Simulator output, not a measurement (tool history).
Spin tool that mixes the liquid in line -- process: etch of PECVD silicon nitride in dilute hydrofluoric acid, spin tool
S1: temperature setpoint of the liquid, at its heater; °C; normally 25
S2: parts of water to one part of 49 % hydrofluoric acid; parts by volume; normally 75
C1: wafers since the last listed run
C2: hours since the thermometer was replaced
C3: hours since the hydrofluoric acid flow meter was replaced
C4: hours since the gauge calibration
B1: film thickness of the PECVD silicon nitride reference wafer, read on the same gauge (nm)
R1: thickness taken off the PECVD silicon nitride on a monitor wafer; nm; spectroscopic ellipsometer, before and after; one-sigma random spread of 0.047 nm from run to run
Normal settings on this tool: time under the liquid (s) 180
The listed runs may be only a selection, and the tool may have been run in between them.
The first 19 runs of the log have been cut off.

Run 20, hour 279.8: usual settings but time under the liquid (s) 225; C1 111; C2 139.2; C3 104.4; C4 96.1; B1 119.96. Result: R1 15.18 nm.
Run 21, hour 293.7: usual settings but S2 115 parts by volume; C1 88; C2 153.1; C3 118.3; C4 110; B1 119.98. Result: R1 8 nm.
Run 22, hour 311: usual settings but S2 45 parts by volume; C1 109; C2 170.4; C3 135.6; C4 127.3; B1 119.98. Result: R1 20.04 nm.
Run 23, hour 320.5: usual settings but S1 21.5 °C, S2 90 parts by volume, time under the liquid (s) 215; C1 60; C2 179.9; C3 145.1; C4 136.8; B1 119.97. Result: R1 9.53 nm.
Run 24, hour 331.9: usual settings but S1 29 °C, S2 50 parts by volume, time under the liquid (s) 85; C1 72; C2 191.3; C3 156.5; C4 148.2; B1 120.02. Result: R1 11.1 nm.
Run 25, hour 348.2: usual settings; C1 103; C2 207.6; C3 172.8; C4 164.5; B1 120. Result: R1 12.16 nm.
Run 26, hour 363: usual settings but S2 50 parts by volume, time under the liquid (s) 70; C1 93; C2 222.4; C3 187.6; C4 179.3; B1 119.96. Result: R1 7.07 nm.
Run 27, hour 374.9: usual settings but S1 21 °C, time under the liquid (s) 125; C1 75; C2 234.3; C3 199.5; C4 191.2; B1 119.96. Result: R1 6.46 nm.
Run 28, hour 390.9: usual settings but S1 26.5 °C, S2 50 parts by volume, time under the liquid (s) 220; C1 101; C2 250.3; C3 215.5; C4 207.2; B1 120. Result: R1 24.41 nm.
Run 29, hour 421.1: usual settings but S1 29 °C, time under the liquid (s) 100; C1 191; C2 280.5; C3 245.7; C4 237.4; B1 120.02. Result: R1 8.73 nm.
Run 30, hour 427.1: usual settings but S1 26.5 °C, S2 55 parts by volume, time under the liquid (s) 110; C1 38; C2 286.5; C3 251.7; C4 243.4; B1 120.01. Result: R1 11.05 nm.
Run 31, hour 443.6: usual settings but S1 20.5 °C; C1 104; C2 303; C3 268.2; C4 259.9; B1 119.98. Result: R1 9.02 nm.
Run 32, hour 456.9: usual settings; C1 84; C2 316.3; C3 281.5; C4 273.2; B1 120.03. Result: R1 12.18 nm.
Run 33, hour 464.1: usual settings but time under the liquid (s) 135; C1 45; C2 323.5; C3 288.7; C4 280.4; B1 119.99. Result: R1 9.12 nm.
Run 34, hour 474.5: usual settings; C1 65; C2 333.9; C3 299.1; C4 290.8; B1 120.04. Result: R1 12.15 nm.

Each row is a separate what-if for the run after 34, all from the same tool condition, not one after another. Results?
Run A, hour 475: usual settings but S1 28.5 °C; C1 3; C2 334.4; C3 299.6; C4 291.3; B1 ?. Result: R1 ?.
Run B, hour 475: usual settings but S2 95 parts by volume, time under the liquid (s) 105; C1 3; C2 334.4; C3 299.6; C4 291.3; B1 ?. Result: R1 ?.
Run C, hour 475: usual settings but S1 28.5 °C, S2 40 parts by volume; C1 3; C2 334.4; C3 299.6; C4 291.3; B1 ?. Result: R1 ?.

run      B1     R1
  A  119.99  15.37
  B  119.99   5.65
  C  119.99   28.6
The same runs, with their run-to-run variation unchanged, on a tool lacking any hidden condition would have given:
run    R1
  A  15.2
  B  5.59
  C  28.3
